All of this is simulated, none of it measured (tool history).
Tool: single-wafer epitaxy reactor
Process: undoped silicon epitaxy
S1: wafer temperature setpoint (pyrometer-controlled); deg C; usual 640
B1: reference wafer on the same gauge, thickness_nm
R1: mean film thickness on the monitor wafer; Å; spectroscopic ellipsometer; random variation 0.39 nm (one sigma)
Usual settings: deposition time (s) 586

{"run": 1, "hour": 0.0, "S1": 640, "deposition time (s)": 586, "B1": 83.924, "R1": 839.74}
{"run": 2, "hour": 69.0, "S1": 640, "deposition time (s)": 586, "B1": 83.95, "R1": 843.5}
{"run": 3, "hour": 98.5, "S1": 640, "deposition time (s)": 586, "B1": 83.952, "R1": 836.71}
{"run": 4, "hour": 153.8, "S1": 640, "deposition time (s)": 586, "B1": 83.993, "R1": 840.4}
{"run": 5, "hour": 210.9, "S1": 640, "deposition time (s)": 586, "B1": 83.874, "R1": 851.25}
{"run": 6, "hour": 270.3, "S1": 640, "deposition time (s)": 586, "B1": 83.987, "R1": 854.99}
{"run": 7, "hour": 302.1, "S1": 640, "deposition time (s)": 561, "B1": 83.883, "R1": 813.8}
{"run": 8, "hour": 338.5, "S1": 640, "deposition time (s)": 586, "B1": 83.884, "R1": 848.98}
{"run": 9, "hour": 363.3, "S1": 640, "deposition time (s)": 586, "B1": 83.906, "R1": 850.43}
{"run": 10, "hour": 421.1, "S1": 640, "deposition time (s)": 496, "B1": 83.923, "R1": 716.89}
{"run": 11, "hour": 469.2, "S1": 640, "deposition time (s)": 496, "B1": 84.068, "R1": 716.75}
{"run": 12, "hour": 530.5, "S1": 640, "deposition time (s)": 496, "B1": 83.87, "R1": 722.46}
{"run": 13, "hour": 592.9, "S1": 640, "deposition time (s)": 586, "B1": 83.911, "R1": 847.35}
{"run": 14, "hour": 751.1, "S1": 640, "deposition time (s)": 586, "B1": 83.989, "R1": 854.86}
{"run": 15, "hour": 784.0, "S1": 640, "deposition time (s)": 586, "B1": 83.865, "R1": 853.3}
{"run": 16, "hour": 827.5, "S1": 640, "deposition time (s)": 586, "B1": 83.834, "R1": 858.72}
{"run": 17, "hour": 861.4, "S1": 640, "deposition time (s)": 586, "B1": 83.858, "R1": 849.38}
{"run": 18, "hour": 897.6, "S1": 640, "deposition time (s)": 586, "B1": 83.892, "R1": 850.16}
{"run": 19, "hour": 926.9, "S1": 640, "deposition time (s)": 586, "B1": 83.858, "R1": 850.29}
{"run": 20, "hour": 995.7, "S1": 646, "deposition time (s)": 586, "B1": 83.958, "R1": 989.2}
{"run": 21, "hour": 1056.3, "S1": 640, "deposition time (s)": 586, "B1": 83.936, "R1": 851.76}
{"hour": 1087.2, "done": "gauge calibrated"}
{"run": 22, "hour": 1109.2, "S1": 640, "deposition time (s)": 500, "B1": 83.817, "R1": 734.69}
{"run": 23, "hour": 1146.7, "S1": 640, "deposition time (s)": 500, "B1": 83.824, "R1": 731.91}
{"run": 24, "hour": 1202.2, "S1": 630, "deposition time (s)": 510, "B1": 83.91, "R1": 599.43}
{"run": 25, "hour": 1239.6, "S1": 640, "deposition time (s)": 586, "B1": 83.933, "R1": 857.4}
{"run": 26, "hour": 1308.5, "S1": 640, "deposition time (s)": 498, "B1": 83.891, "R1": 732.9}
{"run": 27, "hour": 1333.2, "S1": 632, "deposition time (s)": 526, "B1": 83.901, "R1": 639.64}
{"run": 28, "hour": 1386.2, "S1": 640, "deposition time (s)": 586, "B1": 83.914, "R1": 862.1}
{"run": 29, "hour": 1441.2, "S1": 649, "deposition time (s)": 698, "B1": 83.858, "R1": 1246.2}
{"run": 30, "hour": 1473.0, "S1": 640, "deposition time (s)": 586, "B1": 84.068, "R1": 860.67}
{"run": 31, "hour": 1535.8, "S1": 640, "deposition time (s)": 586, "B1": 83.918, "R1": 852.07}
{"run": 32, "hour": 1572.8, "S1": 645, "deposition time (s)": 509, "B1": 83.874, "R1": 832.05}
{"hour": 1601.0, "done": "pyrometer calibrated"}
{"run": 33, "hour": 1616.8, "S1": 653, "deposition time (s)": 586, "B1": 83.995, "R1": 1069.37}
{"run": 34, "hour": 1686.0, "S1": 640, "deposition time (s)": 586, "B1": 83.903, "R1": 805.72}
{"run": 35, "hour": 1741.9, "S1": 649, "deposition time (s)": 515, "B1": 83.918, "R1": 869.7}
{"run": 36, "hour": 1780.2, "S1": 635, "deposition time (s)": 503, "B1": 83.889, "R1": 622.36}
{"run": 37, "hour": 1835.3, "S1": 634, "deposition time (s)": 586, "B1": 83.774, "R1": 702.22}
{"run": 38, "hour": 1879.8, "S1": 636, "deposition time (s)": 548, "B1": 83.818, "R1": 699.25}
{"run": 39, "hour": 1938.4, "S1": 640, "deposition time (s)": 586, "B1": 83.876, "R1": 821.88}
{"run": 40, "hour": 1962.8, "S1": 640, "deposition time (s)": 586, "B1": 83.825, "R1": 823.29}
{"run": 41, "hour": 1989.5, "S1": 649, "deposition time (s)": 494, "B1": 83.93, "R1": 850.24}
{"run": 42, "hour": 2031.2, "S1": 640, "deposition time (s)": 549, "B1": 83.847, "R1": 772.92}
{"run": 43, "hour": 2076.0, "S1": 626, "deposition time (s)": 683, "B1": 83.931, "R1": 700.14}
{"run": 44, "hour": 2135.1, "S1": 640, "deposition time (s)": 586, "B1": 83.873, "R1": 824.72}
{"run": 45, "hour": 2204.0, "S1": 640, "deposition time (s)": 586, "B1": 83.966, "R1": 826.81}
{"run": 46, "hour": 2273.9, "S1": 647, "deposition time (s)": 484, "B1": 83.821, "R1": 806.97}

Forecast each of these 4 alternatives for the next run:
{"run": "A", "hour": 2274.5, "S1": 635, "deposition time (s)": 586, "B1": "?", "R1": "?"}
{"run": "B", "hour": 2274.5, "S1": 648, "deposition time (s)": 512, "B1": "?", "R1": "?"}
{"run": "C", "hour": 2274.5, "S1": 640, "deposition time (s)": 474, "B1": "?", "R1": "?"}
{"run": "D", "hour": 2274.5, "S1": 635, "deposition time (s)": 482, "B1": "?", "R1": "?"}

run=A B1=83.957 R1=738.87
run=B B1=83.957 R1=867.19
run=C B1=83.957 R1=670.17
run=D B1=83.957 R1=607.74
Without the tool's hidden state the same runs would have given:
run=A R1=699.32
run=B R1=822.08
run=C R1=634.7
run=D R1=575.21
